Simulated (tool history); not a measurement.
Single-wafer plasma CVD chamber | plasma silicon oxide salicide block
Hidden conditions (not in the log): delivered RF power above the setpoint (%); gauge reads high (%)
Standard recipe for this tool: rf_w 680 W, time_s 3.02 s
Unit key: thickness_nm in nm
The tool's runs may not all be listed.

run	hour	rf_w	time_s	wafers since the last listed run	hours since the last RF generator calibration	hours since the showerhead was replaced	hours since the gauge calibration	read-back reference wafer on the same gauge, thickness_nm	thickness_nm
1	0.0	730	3.02	0	580.3	2155.6	454.6	33.608	29.662
2	49.1	730	3.02	1180	629.4	2204.7	503.7	33.590	29.569
3	118.0	625	3.02	1656	698.3	2273.6	572.6	33.585	28.437
4	171.1	680	3.02	1276	751.4	2326.7	625.7	33.617	28.938
5	207.5	680	3.02	874	787.8	2363.1	662.1	33.601	28.925
6	232.8	680	3.02	608	813.1	2388.4	687.4	33.605	28.799
7	288.4	680	3.02	1336	868.7	2444.0	743.0	33.619	28.911
8	322.6	680	3.02	822	902.9	2478.2	777.2	33.577	29.049
9	359.6	680	3.02	889	939.9	2515.2	814.2	33.587	28.962
10	419.2	680	3.02	1432	999.5	2574.8	873.8	33.586	28.857
11	482.7	680	3.02	1526	1063.0	2638.3	937.3	33.621	28.933
12	549.1	680	3.02	1595	1129.4	2704.7	1003.7	33.599	28.750
13	574.7	730	3.02	615	1155.0	2730.3	1029.3	33.597	29.420
# hour 710.1: showerhead replaced
14	715.1	725	3.02	3182	1295.4	5.0	1169.7	33.592	29.135
# hour 752.1: gauge calibrated
15	776.1	630	2.47	1466	1356.4	66.0	24.0	33.644	22.869
16	816.6	680	2.56	973	1396.9	106.5	64.5	33.579	24.300
# hour 857.0: RF generator calibrated
17	872.1	815	2.82	1141	15.1	162.0	120.0	33.620	28.648
18	920.8	680	3.02	1170	63.8	210.7	168.7	33.564	29.253
19	962.7	750	3.40	1007	105.7	252.6	210.6	33.590	33.558
20	1031.5	790	3.27	1653	174.5	321.4	279.4	33.621	32.934
21	1082.7	565	2.68	1230	225.7	372.6	330.6	33.617	24.685
22	1119.9	780	3.02	894	262.9	409.8	367.8	33.615	30.178
23	1150.7	790	2.48	740	293.7	440.6	398.6	33.584	24.934
24	1200.4	730	3.02	1194	343.4	490.3	448.3	33.591	29.657
25	1236.9	680	2.55	877	379.9	526.8	484.8	33.597	24.550

Here are 3 independent what-if runs from the current tool condition. What would each one return?
A	1237.3	680	3.44	9	380.3	527.2	485.2	?	?
B	1237.3	680	3.26	9	380.3	527.2	485.2	?	?
C	1237.3	740	2.49	9	380.3	527.2	485.2	?	?

run	read-back reference wafer on the same gauge, thickness_nm	thickness_nm
A	33.597	33.203
B	33.597	31.466
C	33.597	24.576
Take away the tool's hidden state, keep each run's random variation, and the runs would have read:
run	thickness_nm
A	33.287
B	31.545
C	24.639
